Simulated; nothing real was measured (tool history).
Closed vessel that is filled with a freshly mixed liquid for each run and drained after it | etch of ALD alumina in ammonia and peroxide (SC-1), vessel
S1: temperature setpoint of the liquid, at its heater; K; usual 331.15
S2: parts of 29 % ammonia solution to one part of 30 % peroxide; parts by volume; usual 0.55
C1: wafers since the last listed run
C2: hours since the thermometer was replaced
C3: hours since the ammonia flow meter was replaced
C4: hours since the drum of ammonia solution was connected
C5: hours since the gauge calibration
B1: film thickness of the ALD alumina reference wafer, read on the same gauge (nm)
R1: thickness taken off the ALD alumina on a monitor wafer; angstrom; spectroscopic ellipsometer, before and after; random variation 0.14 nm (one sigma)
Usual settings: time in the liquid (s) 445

{"run": 1, "hour": 0.0, "S1": 331.15, "S2": 0.55, "time in the liquid (s)": 445, "C1": 0, "C2": 2172.0, "C3": 2369.4, "C4": 347.2, "C5": 247.3, "B1": 140.02, "R1": 382.9}
{"run": 2, "hour": 12.6, "S1": 331.15, "S2": 0.55, "time in the liquid (s)": 445, "C1": 1159, "C2": 2184.6, "C3": 2382.0, "C4": 359.8, "C5": 259.9, "B1": 140.0, "R1": 381.8}
{"run": 3, "hour": 19.5, "S1": 331.15, "S2": 0.55, "time in the liquid (s)": 445, "C1": 635, "C2": 2191.5, "C3": 2388.9, "C4": 366.7, "C5": 266.8, "B1": 140.01, "R1": 379.6}
{"run": 4, "hour": 36.7, "S1": 331.15, "S2": 0.55, "time in the liquid (s)": 445, "C1": 1582, "C2": 2208.7, "C3": 2406.1, "C4": 383.9, "C5": 284.0, "B1": 140.01, "R1": 380.3}
{"run": 5, "hour": 50.7, "S1": 331.15, "S2": 0.55, "time in the liquid (s)": 445, "C1": 1288, "C2": 2222.7, "C3": 2420.1, "C4": 397.9, "C5": 298.0, "B1": 139.98, "R1": 382.5}
{"run": 6, "hour": 92.9, "S1": 331.15, "S2": 0.55, "time in the liquid (s)": 445, "C1": 3883, "C2": 2264.9, "C3": 2462.3, "C4": 440.1, "C5": 340.2, "B1": 140.0, "R1": 379.6}
{"hour": 93.1, "done": "gauge calibrated"}
{"hour": 94.5, "done": "new drum of ammonia solution connected"}
{"run": 7, "hour": 107.5, "S1": 331.15, "S2": 0.55, "time in the liquid (s)": 445, "C1": 1251, "C2": 2279.5, "C3": 2476.9, "C4": 13.0, "C5": 14.4, "B1": 139.99, "R1": 380.0}
{"run": 8, "hour": 124.0, "S1": 331.15, "S2": 0.55, "time in the liquid (s)": 445, "C1": 1518, "C2": 2296.0, "C3": 2493.4, "C4": 29.5, "C5": 30.9, "B1": 140.02, "R1": 381.3}
{"run": 9, "hour": 135.8, "S1": 331.15, "S2": 0.55, "time in the liquid (s)": 600, "C1": 1086, "C2": 2307.8, "C3": 2505.2, "C4": 41.3, "C5": 42.7, "B1": 140.0, "R1": 510.9}
{"hour": 139.0, "done": "ammonia flow meter replaced"}
{"run": 10, "hour": 148.1, "S1": 334.15, "S2": 0.55, "time in the liquid (s)": 445, "C1": 1039, "C2": 2320.1, "C3": 9.1, "C4": 53.6, "C5": 55.0, "B1": 140.0, "R1": 442.9}
{"run": 11, "hour": 159.4, "S1": 331.15, "S2": 0.35, "time in the liquid (s)": 445, "C1": 1039, "C2": 2331.4, "C3": 20.4, "C4": 64.9, "C5": 66.3, "B1": 140.0, "R1": 362.9}
{"run": 12, "hour": 173.1, "S1": 331.15, "S2": 0.55, "time in the liquid (s)": 445, "C1": 1260, "C2": 2345.1, "C3": 34.1, "C4": 78.6, "C5": 80.0, "B1": 140.0, "R1": 379.7}
{"run": 13, "hour": 188.3, "S1": 324.15, "S2": 0.7, "time in the liquid (s)": 275, "C1": 1398, "C2": 2360.3, "C3": 49.3, "C4": 93.8, "C5": 95.2, "B1": 140.02, "R1": 163.4}
{"hour": 192.8, "done": "thermometer replaced"}
{"run": 14, "hour": 201.0, "S1": 331.15, "S2": 0.8, "time in the liquid (s)": 635, "C1": 1076, "C2": 8.2, "C3": 62.0, "C4": 106.5, "C5": 107.9, "B1": 139.99, "R1": 641.1}
{"run": 15, "hour": 217.9, "S1": 337.15, "S2": 0.65, "time in the liquid (s)": 705, "C1": 1555, "C2": 25.1, "C3": 78.9, "C4": 123.4, "C5": 124.8, "B1": 140.0, "R1": 948.3}
{"run": 16, "hour": 234.5, "S1": 331.15, "S2": 0.55, "time in the liquid (s)": 445, "C1": 1527, "C2": 41.7, "C3": 95.5, "C4": 140.0, "C5": 141.4, "B1": 140.01, "R1": 434.1}
{"run": 17, "hour": 240.7, "S1": 326.15, "S2": 0.65, "time in the liquid (s)": 230, "C1": 570, "C2": 47.9, "C3": 101.7, "C4": 146.2, "C5": 147.6, "B1": 139.99, "R1": 175.1}
{"run": 18, "hour": 256.9, "S1": 331.15, "S2": 0.45, "time in the liquid (s)": 360, "C1": 1490, "C2": 64.1, "C3": 117.9, "C4": 162.4, "C5": 163.8, "B1": 140.0, "R1": 344.4}
{"run": 19, "hour": 270.8, "S1": 323.15, "S2": 0.8, "time in the liquid (s)": 445, "C1": 1279, "C2": 78.0, "C3": 131.8, "C4": 176.3, "C5": 177.7, "B1": 139.99, "R1": 291.7}

5 ways to go on from here, each from the tool as it stands after run 19. What would each give?
{"run": "A", "hour": 271.6, "S1": 331.15, "S2": 0.25, "time in the liquid (s)": 445, "C1": 73, "C2": 78.8, "C3": 132.6, "C4": 177.1, "C5": 178.5, "B1": "?", "R1": "?"}
{"run": "B", "hour": 271.6, "S1": 336.65, "S2": 0.4, "time in the liquid (s)": 535, "C1": 73, "C2": 78.8, "C3": 132.6, "C4": 177.1, "C5": 178.5, "B1": "?", "R1": "?"}
{"run": "C", "hour": 271.6, "S1": 321.65, "S2": 0.7, "time in the liquid (s)": 595, "C1": 73, "C2": 78.8, "C3": 132.6, "C4": 177.1, "C5": 178.5, "B1": "?", "R1": "?"}
{"run": "D", "hour": 271.6, "S1": 323.15, "S2": 0.55, "time in the liquid (s)": 190, "C1": 73, "C2": 78.8, "C3": 132.6, "C4": 177.1, "C5": 178.5, "B1": "?", "R1": "?"}
{"run": "E", "hour": 271.6, "S1": 337.15, "S2": 0.35, "time in the liquid (s)": 315, "C1": 73, "C2": 78.8, "C3": 132.6, "C4": 177.1, "C5": 178.5, "B1": "?", "R1": "?"}

run=A B1=139.97 R1=400.3
run=B B1=139.97 R1=666.6
run=C B1=139.97 R1=353.8
run=D B1=139.97 R1=120.0
run=E B1=139.97 R1=397.4
Without the tool's hidden state the same runs would have given:
run=A R1=404.2
run=B R1=673.0
run=C R1=357.5
run=D R1=121.2
run=E R1=401.2
